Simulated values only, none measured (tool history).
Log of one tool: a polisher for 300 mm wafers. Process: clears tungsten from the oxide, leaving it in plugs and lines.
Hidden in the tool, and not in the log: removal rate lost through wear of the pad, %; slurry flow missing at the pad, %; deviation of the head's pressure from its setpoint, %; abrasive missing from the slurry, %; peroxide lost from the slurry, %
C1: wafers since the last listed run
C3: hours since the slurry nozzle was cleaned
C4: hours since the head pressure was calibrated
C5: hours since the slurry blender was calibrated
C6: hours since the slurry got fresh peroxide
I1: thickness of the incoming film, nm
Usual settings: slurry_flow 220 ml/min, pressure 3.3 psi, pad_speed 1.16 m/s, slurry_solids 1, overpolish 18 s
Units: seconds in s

{"run": 1, "hour": 0.0, "slurry_flow": 220, "pressure": 3.3, "pad_speed": 1.16, "slurry_solids": 1, "overpolish": 18, "C1": 0, "wafers polished on this pad": 806, "C3": 375.1, "C4": 326.1, "C5": 231, "C6": 39.5, "I1": 291.4, "seconds": 53.8}
{"run": 2, "hour": 14.7, "slurry_flow": 220, "pressure": 3.3, "pad_speed": 1.16, "slurry_solids": 1, "overpolish": 18, "C1": 178, "wafers polished on this pad": 984, "C3": 389.8, "C4": 340.8, "C5": 245.7, "C6": 54.2, "I1": 289.3, "seconds": 52.9}
{"hour": 31.4, "done": "worn pad replaced by a new one"}
{"run": 3, "hour": 31.9, "slurry_flow": 220, "pressure": 3.3, "pad_speed": 1.16, "slurry_solids": 1, "overpolish": 18, "C1": 160, "wafers polished on this pad": 6, "C3": 407, "C4": 358, "C5": 262.9, "C6": 71.4, "I1": 287.5, "seconds": 52.4}
{"run": 4, "hour": 40.8, "slurry_flow": 220, "pressure": 3.3, "pad_speed": 0.94, "slurry_solids": 0.85, "overpolish": 18, "C1": 107, "wafers polished on this pad": 114, "C3": 415.9, "C4": 366.9, "C5": 271.8, "C6": 80.3, "I1": 293.3, "seconds": 67.4}
{"run": 5, "hour": 57.5, "slurry_flow": 220, "pressure": 3.3, "pad_speed": 1.16, "slurry_solids": 1, "overpolish": 18, "C1": 202, "wafers polished on this pad": 317, "C3": 432.6, "C4": 383.6, "C5": 288.5, "C6": 97, "I1": 285.7, "seconds": 52.4}
{"hour": 63.2, "done": "slurry tank refilled with fresh slurry and peroxide"}
{"run": 6, "hour": 74.6, "slurry_flow": 220, "pressure": 3.3, "pad_speed": 1.16, "slurry_solids": 1, "overpolish": 18, "C1": 195, "wafers polished on this pad": 512, "C3": 449.7, "C4": 400.7, "C5": 305.6, "C6": 11.4, "I1": 287.1, "seconds": 52.8}
{"run": 7, "hour": 86.1, "slurry_flow": 220, "pressure": 3.3, "pad_speed": 1.16, "slurry_solids": 1, "overpolish": 18, "C1": 139, "wafers polished on this pad": 651, "C3": 461.2, "C4": 412.2, "C5": 317.1, "C6": 22.9, "I1": 290.2, "seconds": 54.2}
{"run": 8, "hour": 101.2, "slurry_flow": 220, "pressure": 3.3, "pad_speed": 1.16, "slurry_solids": 1, "overpolish": 18, "C1": 183, "wafers polished on this pad": 834, "C3": 476.3, "C4": 427.3, "C5": 332.2, "C6": 38, "I1": 286, "seconds": 53.5}
{"run": 9, "hour": 110.0, "slurry_flow": 200, "pressure": 3.3, "pad_speed": 1.16, "slurry_solids": 0.8, "overpolish": 18, "C1": 106, "wafers polished on this pad": 941, "C3": 485.1, "C4": 436.1, "C5": 341, "C6": 46.8, "I1": 291.6, "seconds": 57.7}
{"hour": 113.8, "done": "head pressure recalibrated"}
{"run": 10, "hour": 121.5, "slurry_flow": 200, "pressure": 3.3, "pad_speed": 1.16, "slurry_solids": 0.8, "overpolish": 18, "C1": 115, "wafers polished on this pad": 1056, "C3": 496.6, "C4": 7.7, "C5": 352.5, "C6": 58.3, "I1": 293.8, "seconds": 57.6}
{"hour": 132.4, "done": "worn pad replaced by a new one"}
{"run": 11, "hour": 133.8, "slurry_flow": 220, "pressure": 3.3, "pad_speed": 1.16, "slurry_solids": 1, "overpolish": 18, "C1": 100, "wafers polished on this pad": 16, "C3": 508.9, "C4": 20, "C5": 364.8, "C6": 70.6, "I1": 295.5, "seconds": 55.8}
{"run": 12, "hour": 140.0, "slurry_flow": 220, "pressure": 3.3, "pad_speed": 1.16, "slurry_solids": 1, "overpolish": 12, "C1": 75, "wafers polished on this pad": 92, "C3": 515.1, "C4": 26.2, "C5": 371, "C6": 76.8, "I1": 285.5, "seconds": 52.3}
{"run": 13, "hour": 146.3, "slurry_flow": 240, "pressure": 2.9, "pad_speed": 1.16, "slurry_solids": 1, "overpolish": 23, "C1": 76, "wafers polished on this pad": 168, "C3": 521.4, "C4": 32.5, "C5": 377.3, "C6": 83.1, "I1": 290.9, "seconds": 59.7}
{"hour": 153.2, "done": "slurry blender recalibrated"}
{"run": 14, "hour": 157.1, "slurry_flow": 200, "pressure": 3.3, "pad_speed": 1.5, "slurry_solids": 1.1, "overpolish": 18, "C1": 106, "wafers polished on this pad": 275, "C3": 532.2, "C4": 43.3, "C5": 3.9, "C6": 93.9, "I1": 285.7, "seconds": 41.8}
{"run": 15, "hour": 172.6, "slurry_flow": 220, "pressure": 3.3, "pad_speed": 1.16, "slurry_solids": 1, "overpolish": 18, "C1": 187, "wafers polished on this pad": 462, "C3": 547.7, "C4": 58.8, "C5": 19.4, "C6": 109.4, "I1": 289, "seconds": 52.3}
{"run": 16, "hour": 188.6, "slurry_flow": 290, "pressure": 3.3, "pad_speed": 1.16, "slurry_solids": 0.75, "overpolish": 18, "C1": 193, "wafers polished on this pad": 656, "C3": 563.7, "C4": 74.8, "C5": 35.4, "C6": 125.4, "I1": 288.6, "seconds": 54.9}
{"hour": 190.9, "done": "slurry tank refilled with fresh slurry and peroxide"}
{"run": 17, "hour": 202.3, "slurry_flow": 280, "pressure": 3.3, "pad_speed": 1.3, "slurry_solids": 1.2, "overpolish": 18, "C1": 153, "wafers polished on this pad": 810, "C3": 577.4, "C4": 88.5, "C5": 49.1, "C6": 11.4, "I1": 289.3, "seconds": 45.4}
{"run": 18, "hour": 213.4, "slurry_flow": 220, "pressure": 2.7, "pad_speed": 1.16, "slurry_solids": 1.25, "overpolish": 18, "C1": 134, "wafers polished on this pad": 945, "C3": 588.5, "C4": 99.6, "C5": 60.2, "C6": 22.5, "I1": 288.3, "seconds": 59.6}
{"hour": 217.7, "done": "slurry nozzle cleaned"}
{"run": 19, "hour": 219.6, "slurry_flow": 290, "pressure": 3.3, "pad_speed": 1.16, "slurry_solids": 0.75, "overpolish": 18, "C1": 63, "wafers polished on this pad": 1008, "C3": 1.9, "C4": 105.8, "C5": 66.4, "C6": 28.7, "I1": 292.2, "seconds": 55.9}
{"hour": 224.3, "done": "worn pad replaced by a new one"}
{"run": 20, "hour": 228.8, "slurry_flow": 220, "pressure": 3.3, "pad_speed": 1.04, "slurry_solids": 1.15, "overpolish": 18, "C1": 63, "wafers polished on this pad": 54, "C3": 11.1, "C4": 115, "C5": 75.6, "C6": 37.9, "I1": 285, "seconds": 56}
{"run": 21, "hour": 237.8, "slurry_flow": 255, "pressure": 3.3, "pad_speed": 1.16, "slurry_solids": 1, "overpolish": 23, "C1": 109, "wafers polished on this pad": 163, "C3": 20.1, "C4": 124, "C5": 84.6, "C6": 46.9, "I1": 292.3, "seconds": 53.5}
{"run": 22, "hour": 249.9, "slurry_flow": 220, "pressure": 3.3, "pad_speed": 1.3, "slurry_solids": 1, "overpolish": 18, "C1": 146, "wafers polished on this pad": 309, "C3": 32.2, "C4": 136.1, "C5": 96.7, "C6": 59, "I1": 290.2, "seconds": 48.2}
{"run": 23, "hour": 256.7, "slurry_flow": 220, "pressure": 3.3, "pad_speed": 1.16, "slurry_solids": 1, "overpolish": 18, "C1": 82, "wafers polished on this pad": 392, "C3": 39, "C4": 142.9, "C5": 103.5, "C6": 65.8, "I1": 288.7, "seconds": 52.2}
{"run": 24, "hour": 273.2, "slurry_flow": 285, "pressure": 4.3, "pad_speed": 1.16, "slurry_solids": 1, "overpolish": 18, "C1": 200, "wafers polished on this pad": 592, "C3": 55.5, "C4": 159.4, "C5": 120, "C6": 82.3, "I1": 289, "seconds": 43.3}
{"run": 25, "hour": 284.2, "slurry_flow": 220, "pressure": 3.3, "pad_speed": 1.16, "slurry_solids": 1, "overpolish": 18, "C1": 133, "wafers polished on this pad": 725, "C3": 66.5, "C4": 170.4, "C5": 131, "C6": 93.3, "I1": 285.8, "seconds": 51.3}
{"run": 26, "hour": 294.5, "slurry_flow": 220, "pressure": 3.3, "pad_speed": 1.3, "slurry_solids": 0.9, "overpolish": 18, "C1": 124, "wafers polished on this pad": 850, "C3": 76.8, "C4": 180.7, "C5": 141.3, "C6": 103.6, "I1": 287.1, "seconds": 47.6}
{"run": 27, "hour": 306.3, "slurry_flow": 220, "pressure": 3.3, "pad_speed": 1.16, "slurry_solids": 1, "overpolish": 15, "C1": 143, "wafers polished on this pad": 993, "C3": 88.6, "C4": 192.5, "C5": 153.1, "C6": 115.4, "I1": 290.5, "seconds": 53.5}

3 ways to go on from here, each from the tool as it stands after run 27. What would each give?
{"run": "A", "hour": 306.7, "slurry_flow": 220, "pressure": 3.3, "pad_speed": 1.16, "slurry_solids": 0.9, "overpolish": 18, "C1": 4, "wafers polished on this pad": 998, "C3": 89, "C4": 192.9, "C5": 153.5, "C6": 115.8, "I1": 293.1, "seconds": "?"}
{"run": "B", "hour": 306.7, "slurry_flow": 220, "pressure": 3.3, "pad_speed": 1.16, "slurry_solids": 1.25, "overpolish": 18, "C1": 4, "wafers polished on this pad": 998, "C3": 89, "C4": 192.9, "C5": 153.5, "C6": 115.8, "I1": 293.1, "seconds": "?"}
{"run": "C", "hour": 306.7, "slurry_flow": 180, "pressure": 3.3, "pad_speed": 1.16, "slurry_solids": 1, "overpolish": 18, "C1": 4, "wafers polished on this pad": 998, "C3": 89, "C4": 192.9, "C5": 153.5, "C6": 115.8, "I1": 293.1, "seconds": "?"}

run=A seconds=55.7
run=B seconds=51.8
run=C seconds=56.1
Without the tool's hidden state the same runs would have given:
run=A seconds=55.7
run=B seconds=51.8
run=C seconds=56.1
